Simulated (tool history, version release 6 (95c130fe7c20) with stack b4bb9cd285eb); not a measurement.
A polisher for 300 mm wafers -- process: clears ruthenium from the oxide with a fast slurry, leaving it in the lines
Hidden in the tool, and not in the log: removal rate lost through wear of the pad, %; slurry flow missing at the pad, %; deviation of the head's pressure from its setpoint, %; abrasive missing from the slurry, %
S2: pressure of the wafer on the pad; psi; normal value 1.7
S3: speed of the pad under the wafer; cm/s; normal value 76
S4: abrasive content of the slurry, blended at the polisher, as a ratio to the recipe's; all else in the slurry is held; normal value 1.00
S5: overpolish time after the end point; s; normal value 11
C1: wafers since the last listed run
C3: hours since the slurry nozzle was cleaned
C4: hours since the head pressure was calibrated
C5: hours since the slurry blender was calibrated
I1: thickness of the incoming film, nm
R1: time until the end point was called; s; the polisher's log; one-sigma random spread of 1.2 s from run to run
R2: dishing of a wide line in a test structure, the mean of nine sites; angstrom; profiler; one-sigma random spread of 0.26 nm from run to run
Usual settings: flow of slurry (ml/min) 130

run 1 hour=0.0 | flow_of_slurry_(ml/min)=130 S2=1.7 S3=76 S4=1.00 S5=11 | C1=0 wafers_polished_on_this_pad=5952 C3=323.4 C4=885.3 C5=291.4 | I1=188.4 | R1=116.0 R2=162
-- hour=29.0 head pressure recalibrated
run 2 hour=51.2 | flow_of_slurry_(ml/min)=130 S2=1.7 S3=76 S4=0.90 S5=11 | C1=633 wafers_polished_on_this_pad=6585 C3=374.6 C4=22.2 C5=342.6 | I1=184.7 | R1=104.1 R2=174
-- hour=64.1 worn pad replaced by a new one
run 3 hour=117.4 | flow_of_slurry_(ml/min)=130 S2=1.7 S3=76 S4=0.90 S5=11 | C1=801 wafers_polished_on_this_pad=686 C3=440.8 C4=88.4 C5=408.8 | I1=183.1 | R1=98.0 R2=183
run 4 hour=200.0 | flow_of_slurry_(ml/min)=130 S2=1.7 S3=76 S4=0.90 S5=11 | C1=1063 wafers_polished_on_this_pad=1750 C3=523.4 C4=171.0 C5=491.4 | I1=183.4 | R1=100.4 R2=184
run 5 hour=304.1 | flow_of_slurry_(ml/min)=110 S2=1.7 S3=68 S4=1.00 S5=11 | C1=1340 wafers_polished_on_this_pad=3090 C3=627.5 C4=275.1 C5=595.5 | I1=183.5 | R1=114.2 R2=157
-- hour=321.1 slurry blender recalibrated
run 6 hour=376.0 | flow_of_slurry_(ml/min)=110 S2=1.7 S3=68 S4=1.00 S5=11 | C1=900 wafers_polished_on_this_pad=3991 C3=699.4 C4=347.0 C5=54.9 | I1=185.4 | R1=118.0 R2=156
run 7 hour=432.8 | flow_of_slurry_(ml/min)=130 S2=1.7 S3=76 S4=1.00 S5=11 | C1=731 wafers_polished_on_this_pad=4722 C3=756.2 C4=403.8 C5=111.7 | I1=187.3 | R1=105.6 R2=172
-- hour=493.5 slurry nozzle cleaned
run 8 hour=516.1 | flow_of_slurry_(ml/min)=130 S2=1.7 S3=76 S4=1.10 S5=16 | C1=1060 wafers_polished_on_this_pad=5782 C3=22.6 C4=487.1 C5=195.0 | I1=185.5 | R1=105.0 R2=242
run 9 hour=586.5 | flow_of_slurry_(ml/min)=155 S2=1.5 S3=76 S4=1.20 S5=11 | C1=906 wafers_polished_on_this_pad=6689 C3=93.0 C4=557.5 C5=265.4 | I1=186.8 | R1=117.7 R2=158
run 10 hour=631.4 | flow_of_slurry_(ml/min)=170 S2=1.3 S3=76 S4=0.75 S5=6 | C1=578 wafers_polished_on_this_pad=7267 C3=137.9 C4=602.4 C5=310.3 | I1=182.0 | R1=152.5 R2=69
-- hour=682.3 worn pad replaced by a new one
run 11 hour=697.9 | flow_of_slurry_(ml/min)=130 S2=1.7 S3=76 S4=1.00 S5=11 | C1=805 wafers_polished_on_this_pad=201 C3=204.4 C4=668.9 C5=376.8 | I1=181.5 | R1=105.1 R2=169
-- hour=763.9 head pressure recalibrated
run 12 hour=899.1 | flow_of_slurry_(ml/min)=130 S2=1.7 S3=76 S4=1.00 S5=11 | C1=2565 wafers_polished_on_this_pad=2767 C3=405.6 C4=135.2 C5=578.0 | I1=186.0 | R1=92.7 R2=190
-- hour=978.4 slurry blender recalibrated
run 13 hour=991.1 | flow_of_slurry_(ml/min)=165 S2=1.7 S3=56 S4=1.20 S5=5 | C1=1159 wafers_polished_on_this_pad=3926 C3=497.6 C4=227.2 C5=12.7 | I1=185.5 | R1=119.6 R2=72
run 14 hour=1052.3 | flow_of_slurry_(ml/min)=110 S2=1.9 S3=76 S4=1.00 S5=11 | C1=788 wafers_polished_on_this_pad=4714 C3=558.8 C4=288.4 C5=73.9 | I1=185.8 | R1=90.7 R2=200
run 15 hour=1195.4 | flow_of_slurry_(ml/min)=155 S2=1.5 S3=76 S4=1.20 S5=11 | C1=1843 wafers_polished_on_this_pad=6557 C3=701.9 C4=431.5 C5=217.0 | I1=184.3 | R1=107.1 R2=164
run 16 hour=1254.4 | flow_of_slurry_(ml/min)=130 S2=1.7 S3=66 S4=1.00 S5=11 | C1=759 wafers_polished_on_this_pad=7317 C3=760.9 C4=490.5 C5=276.0 | I1=186.0 | R1=124.0 R2=150
-- hour=1262.3 worn pad replaced by a new one
run 17 hour=1361.4 | flow_of_slurry_(ml/min)=130 S2=1.7 S3=76 S4=1.00 S5=11 | C1=1326 wafers_polished_on_this_pad=1276 C3=867.9 C4=597.5 C5=383.0 | I1=186.5 | R1=99.1 R2=186
run 18 hour=1434.9 | flow_of_slurry_(ml/min)=130 S2=1.7 S3=76 S4=1.00 S5=11 | C1=946 wafers_polished_on_this_pad=2223 C3=941.4 C4=671.0 C5=456.5 | I1=188.0 | R1=101.8 R2=178
-- hour=1456.5 head pressure recalibrated
-- hour=1502.5 slurry nozzle cleaned
run 19 hour=1513.6 | flow_of_slurry_(ml/min)=130 S2=1.3 S3=76 S4=0.85 S5=11 | C1=975 wafers_polished_on_this_pad=3198 C3=11.1 C4=57.1 C5=535.2 | I1=186.7 | R1=128.3 R2=143
-- hour=1542.5 slurry blender recalibrated
run 20 hour=1590.4 | flow_of_slurry_(ml/min)=130 S2=1.7 S3=76 S4=1.00 S5=11 | C1=963 wafers_polished_on_this_pad=4161 C3=87.9 C4=133.9 C5=47.9 | I1=188.0 | R1=100.5 R2=185
run 21 hour=1647.2 | flow_of_slurry_(ml/min)=90 S2=2.3 S3=76 S4=1.00 S5=11 | C1=731 wafers_polished_on_this_pad=4893 C3=144.7 C4=190.7 C5=104.7 | I1=184.4 | R1=77.3 R2=221
run 22 hour=1729.2 | flow_of_slurry_(ml/min)=130 S2=1.7 S3=76 S4=0.90 S5=11 | C1=1056 wafers_polished_on_this_pad=5949 C3=226.7 C4=272.7 C5=186.7 | I1=185.9 | R1=105.0 R2=172

Predict the results of run 23:
run 23 hour=1790.1 | flow_of_slurry_(ml/min)=130 S2=1.2 S3=76 S4=1.00 S5=11 | C1=784 wafers_polished_on_this_pad=6734 C3=287.6 C4=333.6 C5=247.6 | I1=182.5 | R1=? R2=?

R1: 146.3 s
R2: 126 angstrom
Were there no unlogged condition in the tool, this run, its random variation unchanged, would have produced R1 129.8 s, R2 141 angstrom.
